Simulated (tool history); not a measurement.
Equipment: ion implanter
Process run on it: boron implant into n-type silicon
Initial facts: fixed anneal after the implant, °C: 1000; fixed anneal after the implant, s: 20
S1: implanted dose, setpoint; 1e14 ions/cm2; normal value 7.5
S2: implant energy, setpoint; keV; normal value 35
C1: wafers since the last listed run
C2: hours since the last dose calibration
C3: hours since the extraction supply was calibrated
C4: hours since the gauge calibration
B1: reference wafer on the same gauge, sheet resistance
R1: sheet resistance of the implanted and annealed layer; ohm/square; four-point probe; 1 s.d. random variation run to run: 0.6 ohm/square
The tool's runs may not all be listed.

| run | hour | S1 | S2 | C1 | C2 | C3 | C4 | B1 | R1 |
|---|---|---|---|---|---|---|---|---|---|
| 1 | 0 | 7.5 | 35 | 0 | 568.3 | 4239.4 | 24.3 | 121.96 | 140.19 |
|  | 10.4 | Faraday cup replaced and dose calibrated |
| 2 | 73.4 | 7.5 | 35 | 1135 | 63 | 4312.8 | 97.7 | 122.12 | 142.42 |
| 3 | 120.3 | 8.88 | 35 | 814 | 109.9 | 4359.7 | 144.6 | 122.12 | 123.37 |
| 4 | 174.6 | 5.98 | 35 | 942 | 164.2 | 4414 | 198.9 | 122.05 | 170 |
| 5 | 236.9 | 5.98 | 35 | 1081 | 226.5 | 4476.3 | 261.2 | 121.94 | 170.31 |
| 6 | 273.8 | 7.5 | 27.5 | 640 | 263.4 | 4513.2 | 298.1 | 121.9 | 143.17 |
| 7 | 378 | 7.5 | 27.5 | 1809 | 367.6 | 4617.4 | 402.3 | 121.93 | 142.83 |
|  | 402.2 | extraction supply calibrated |
| 8 | 444.7 | 8.67 | 47 | 1019 | 434.3 | 42.5 | 469 | 121.87 | 123.49 |
| 9 | 485.6 | 7.5 | 35 | 710 | 475.2 | 83.4 | 509.9 | 122.02 | 140.18 |
| 10 | 590 | 9.63 | 35 | 1813 | 579.6 | 187.8 | 614.3 | 122.04 | 113.96 |
| 11 | 643.8 | 7.5 | 35 | 934 | 633.4 | 241.6 | 668.1 | 121.91 | 140.47 |
|  | 655.2 | gauge calibrated |
|  | 666.9 | Faraday cup replaced and dose calibrated |
| 12 | 750.9 | 7.5 | 26 | 1720 | 84 | 348.7 | 95.7 | 122.17 | 146.98 |
| 13 | 822.8 | 5.68 | 25.5 | 1248 | 155.9 | 420.6 | 167.6 | 122.1 | 184.89 |
| 14 | 923.8 | 6.88 | 31 | 1753 | 256.9 | 521.6 | 268.6 | 121.93 | 154.18 |
| 15 | 1129.5 | 7.5 | 35 | 3572 | 462.6 | 727.3 | 474.3 | 121.95 | 142.77 |

What differs in the tool's unlogged condition from the final listed run ahead of each entry between runs to the first listed run following it?
Run 1 -> run 2: Faraday cup replaced and dose calibrated (hour 10.4)
  deviation of the true dose from the Faraday cup's reading, %: 2.68 -> 1.65
  measured less the result without the state, R1: -3.1 -> -1.93 ohm/square
Run 7 -> run 8: extraction supply calibrated (hour 402.2)
  deviation of the true dose from the Faraday cup's reading, %: 3.27 -> 3.39
  measured less the result without the state, R1: -3.92 -> -3.36 ohm/square
Run 11 -> run 12: gauge calibrated (hour 655.2); Faraday cup replaced and dose calibrated (hour 666.9)
  deviation of the true dose from the Faraday cup's reading, %: 3.6 -> 0.602
  measured less the result without the state, R1: -4.15 -> -0.75 ohm/square
